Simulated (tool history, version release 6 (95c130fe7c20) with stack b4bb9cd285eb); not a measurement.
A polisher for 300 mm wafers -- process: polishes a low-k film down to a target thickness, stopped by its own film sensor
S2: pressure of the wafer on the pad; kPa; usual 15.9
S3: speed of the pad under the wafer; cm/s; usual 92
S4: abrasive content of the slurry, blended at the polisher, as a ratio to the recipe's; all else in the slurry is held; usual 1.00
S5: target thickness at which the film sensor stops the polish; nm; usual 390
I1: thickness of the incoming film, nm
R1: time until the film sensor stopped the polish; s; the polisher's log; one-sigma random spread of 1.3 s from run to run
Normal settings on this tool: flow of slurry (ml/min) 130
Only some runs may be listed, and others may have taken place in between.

run 1 day=0.000 | flow_of_slurry_(ml/min)=130 S2=15.9 S3=92 S4=1.00 S5=390 | I1=436.8 | R1=130.6
-- day=1.242 conditioning disc replaced and pad reconditioned
run 2 day=1.354 | flow_of_slurry_(ml/min)=130 S2=15.9 S3=92 S4=1.00 S5=390 | I1=422.5 | R1=90.7
-- day=1.667 worn pad replaced by a new one
run 3 day=1.979 | flow_of_slurry_(ml/min)=130 S2=15.9 S3=92 S4=1.00 S5=390 | I1=424.8 | R1=96.6
-- day=2.971 slurry blender recalibrated
run 4 day=2.992 | flow_of_slurry_(ml/min)=130 S2=15.9 S3=92 S4=0.90 S5=390 | I1=431.0 | R1=119.0
run 5 day=4.221 | flow_of_slurry_(ml/min)=130 S2=15.9 S3=92 S4=0.90 S5=390 | I1=419.9 | R1=87.2
run 6 day=4.875 | flow_of_slurry_(ml/min)=165 S2=14.5 S3=92 S4=1.00 S5=390 | I1=428.4 | R1=113.0
run 7 day=5.571 | flow_of_slurry_(ml/min)=130 S2=15.9 S3=92 S4=1.00 S5=390 | I1=428.8 | R1=110.0
run 8 day=6.517 | flow_of_slurry_(ml/min)=130 S2=15.9 S3=92 S4=1.00 S5=390 | I1=433.2 | R1=120.9
run 9 day=7.283 | flow_of_slurry_(ml/min)=130 S2=20.7 S3=114 S4=1.00 S5=390 | I1=431.0 | R1=77.0
-- day=7.696 slurry nozzle cleaned
run 10 day=7.796 | flow_of_slurry_(ml/min)=160 S2=20.0 S3=106 S4=1.20 S5=390 | I1=425.6 | R1=64.6
run 11 day=8.492 | flow_of_slurry_(ml/min)=130 S2=15.9 S3=92 S4=1.00 S5=390 | I1=435.7 | R1=128.2
-- day=8.612 head pressure recalibrated
-- day=9.417 worn pad replaced by a new one
-- day=9.442 conditioning disc replaced and pad reconditioned
run 12 day=9.504 | flow_of_slurry_(ml/min)=130 S2=15.9 S3=92 S4=1.00 S5=390 | I1=434.9 | R1=116.9
run 13 day=10.017 | flow_of_slurry_(ml/min)=130 S2=15.9 S3=104 S4=1.00 S5=400 | I1=432.5 | R1=80.3
-- day=10.600 slurry blender recalibrated
run 14 day=11.412 | flow_of_slurry_(ml/min)=130 S2=15.9 S3=92 S4=1.00 S5=390 | I1=429.7 | R1=105.2
run 15 day=12.146 | flow_of_slurry_(ml/min)=130 S2=15.9 S3=92 S4=1.00 S5=390 | I1=426.1 | R1=95.6
run 16 day=12.971 | flow_of_slurry_(ml/min)=130 S2=14.5 S3=118 S4=1.00 S5=390 | I1=432.5 | R1=109.8
run 17 day=13.512 | flow_of_slurry_(ml/min)=130 S2=17.2 S3=82 S4=1.00 S5=390 | I1=434.5 | R1=117.2
run 18 day=14.162 | flow_of_slurry_(ml/min)=175 S2=11.7 S3=92 S4=1.00 S5=402 | I1=432.7 | R1=103.6
run 19 day=15.096 | flow_of_slurry_(ml/min)=130 S2=18.6 S3=110 S4=1.00 S5=379 | I1=429.3 | R1=104.0
-- day=16.142 worn pad replaced by a new one
run 20 day=16.212 | flow_of_slurry_(ml/min)=130 S2=17.2 S3=92 S4=1.25 S5=383 | I1=427.2 | R1=104.4
-- day=16.488 slurry blender recalibrated
run 21 day=17.154 | flow_of_slurry_(ml/min)=110 S2=15.9 S3=92 S4=1.00 S5=384 | I1=432.8 | R1=138.5
-- day=17.638 conditioning disc replaced and pad reconditioned
run 22 day=17.733 | flow_of_slurry_(ml/min)=95 S2=15.9 S3=92 S4=1.00 S5=390 | I1=434.1 | R1=131.0
run 23 day=18.508 | flow_of_slurry_(ml/min)=175 S2=20.0 S3=92 S4=1.00 S5=390 | I1=433.5 | R1=89.7
run 24 day=19.792 | flow_of_slurry_(ml/min)=155 S2=15.9 S3=124 S4=1.00 S5=395 | I1=426.6 | R1=68.9

Consider 5 possible next runs. They are alternatives, not a sequence: every one starts from the tool as it was left by run 24. What does each give?
run A day=19.812 | flow_of_slurry_(ml/min)=130 S2=15.9 S3=92 S4=1.00 S5=390 | I1=429.8 | R1=?
run B day=19.812 | flow_of_slurry_(ml/min)=130 S2=13.8 S3=92 S4=0.85 S5=390 | I1=429.8 | R1=?
run C day=19.812 | flow_of_slurry_(ml/min)=130 S2=15.9 S3=64 S4=1.20 S5=390 | I1=429.8 | R1=?
run D day=19.812 | flow_of_slurry_(ml/min)=155 S2=15.9 S3=92 S4=0.90 S5=400 | I1=429.8 | R1=?
run E day=19.812 | flow_of_slurry_(ml/min)=130 S2=15.9 S3=114 S4=1.00 S5=395 | I1=429.8 | R1=?

run=A R1=108.2
run=B R1=130.5
run=C R1=126.7
run=D R1=80.7
run=E R1=82.7
Without the tool's unlogged condition, the same runs would have read:
run=A R1=102.9
run=B R1=124.2
run=C R1=120.6
run=D R1=76.8
run=E R1=78.7
